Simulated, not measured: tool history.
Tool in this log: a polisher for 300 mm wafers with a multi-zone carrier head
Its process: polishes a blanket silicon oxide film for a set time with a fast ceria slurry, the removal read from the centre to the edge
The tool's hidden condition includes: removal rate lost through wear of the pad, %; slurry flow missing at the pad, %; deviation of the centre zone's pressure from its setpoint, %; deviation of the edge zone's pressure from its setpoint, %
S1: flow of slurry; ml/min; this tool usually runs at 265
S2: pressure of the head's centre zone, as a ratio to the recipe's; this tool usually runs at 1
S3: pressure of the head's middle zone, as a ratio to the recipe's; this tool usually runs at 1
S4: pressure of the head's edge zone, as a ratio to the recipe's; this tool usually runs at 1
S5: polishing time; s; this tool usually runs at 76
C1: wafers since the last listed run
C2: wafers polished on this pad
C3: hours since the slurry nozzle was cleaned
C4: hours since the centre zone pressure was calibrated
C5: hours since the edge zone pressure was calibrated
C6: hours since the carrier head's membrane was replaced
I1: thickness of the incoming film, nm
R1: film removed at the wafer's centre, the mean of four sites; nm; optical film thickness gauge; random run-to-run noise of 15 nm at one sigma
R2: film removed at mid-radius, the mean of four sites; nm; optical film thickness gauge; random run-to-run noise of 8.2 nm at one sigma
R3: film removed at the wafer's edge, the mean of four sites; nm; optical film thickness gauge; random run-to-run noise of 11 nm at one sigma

run	day	S1	S2	S3	S4	S5	C1	C2	C3	C4	C5	C6	I1	R1	R2	R3
1	0	205	1	1	1	76	0	348	562.3	15.3	1415.3	426.2	3449.2	1011.6	986.4	1021.7
2	0.688	205	1	1	1	76	217	565	578.8	31.8	1431.8	442.7	3455.4	995.5	991.6	1008.5
3	1.475	265	1	1	1	76	248	814	597.7	50.7	1450.7	461.6	3403.7	1014.5	1011.5	1027.4
# day 3.85: worn pad replaced by a new one
4	3.958	265	1	1	1	76	731	33	657.3	110.3	1510.3	521.2	3395.8	1004.8	1013.1	1029.6
5	5.008	265	1	1	1	76	331	365	682.5	135.5	1535.5	546.4	3452	992.4	1027.7	1021.1
6	5.8	265	1	1	1	76	250	615	701.5	154.5	1554.5	565.4	3416.3	1016.8	1028.2	1039.1
7	7.117	265	1	1	1	76	416	1031	733.1	186.1	1586.1	597	3479.5	1014.9	1012.6	1037.6
# day 8.246: worn pad replaced by a new one
# day 8.871: slurry nozzle cleaned
# day 9.342: carrier head's membrane replaced by a new one
8	11.162	240	1	1	1	83	1146	842	55	283.2	1683.2	43.7	3480.3	1018.1	1097.6	1113.1
# day 11.975: edge zone pressure recalibrated
# day 12.2: centre zone pressure recalibrated
# day 12.812: worn pad replaced by a new one, of another model than before
9	14.108	180	0.89	1	1	101	825	408	125.7	45.8	51.2	114.4	3406	1208.7	1324.3	1330.2
10	15.129	265	1	1	1	76	322	731	150.2	70.3	75.7	138.9	3496.5	1026	1009.7	1032.5
# day 17.433: worn pad replaced by a new one
11	18.817	265	1	1.1	1	95	1112	437	238.7	158.8	164.2	227.4	3455.1	1235	1383.6	1294.1
12	19.842	265	0.93	0.91	1	69	323	761	263.3	183.4	188.8	252	3489	822.1	845.2	932.1
13	21.317	265	1	1	1	76	466	1227	298.7	218.8	224.2	287.4	3410.8	972.7	1023.9	1021.9
# day 21.942: worn pad replaced by a new one
14	22.158	265	1	0.96	0.93	76	213	67	318.9	239	244.4	307.6	3433.4	961.9	973.4	1024.2
15	22.717	265	1	1	1	76	176	244	332.3	252.4	257.8	321	3395.3	954.2	1017.5	1042.6
16	23.312	295	1	1	1	50	188	432	346.6	266.7	272.1	335.3	3410.4	617.1	669.2	682.3

Predict each of these 5 candidate next runs independently; none follows another, all start after run 16:
A	23.329	200	1	1	1	76	5	437	347	267.1	272.5	335.7	3459.2	?	?	?
B	23.329	265	1.04	1	0.89	76	5	437	347	267.1	272.5	335.7	3459.2	?	?	?
C	23.329	305	0.9	1.06	0.96	76	5	437	347	267.1	272.5	335.7	3459.2	?	?	?
D	23.329	190	0.95	1	1	54	5	437	347	267.1	272.5	335.7	3459.2	?	?	?
E	23.329	265	1.11	1.06	1	76	5	437	347	267.1	272.5	335.7	3459.2	?	?	?

run	R1	R2	R3
A	933.6	1000.5	1021.6
B	992.5	1019.8	999.5
C	866.1	1082	1029.3
D	627.1	708.5	723.9
E	1060.7	1071	1035.6
Had the tool no hidden state, the same runs would have come out as:
run	R1	R2	R3
A	1018.3	1000	1021.6
B	1082.3	1019.3	999.5
C	945.6	1081.6	1029.3
D	684.4	708.2	723.9
E	1156.2	1070.5	1035.6

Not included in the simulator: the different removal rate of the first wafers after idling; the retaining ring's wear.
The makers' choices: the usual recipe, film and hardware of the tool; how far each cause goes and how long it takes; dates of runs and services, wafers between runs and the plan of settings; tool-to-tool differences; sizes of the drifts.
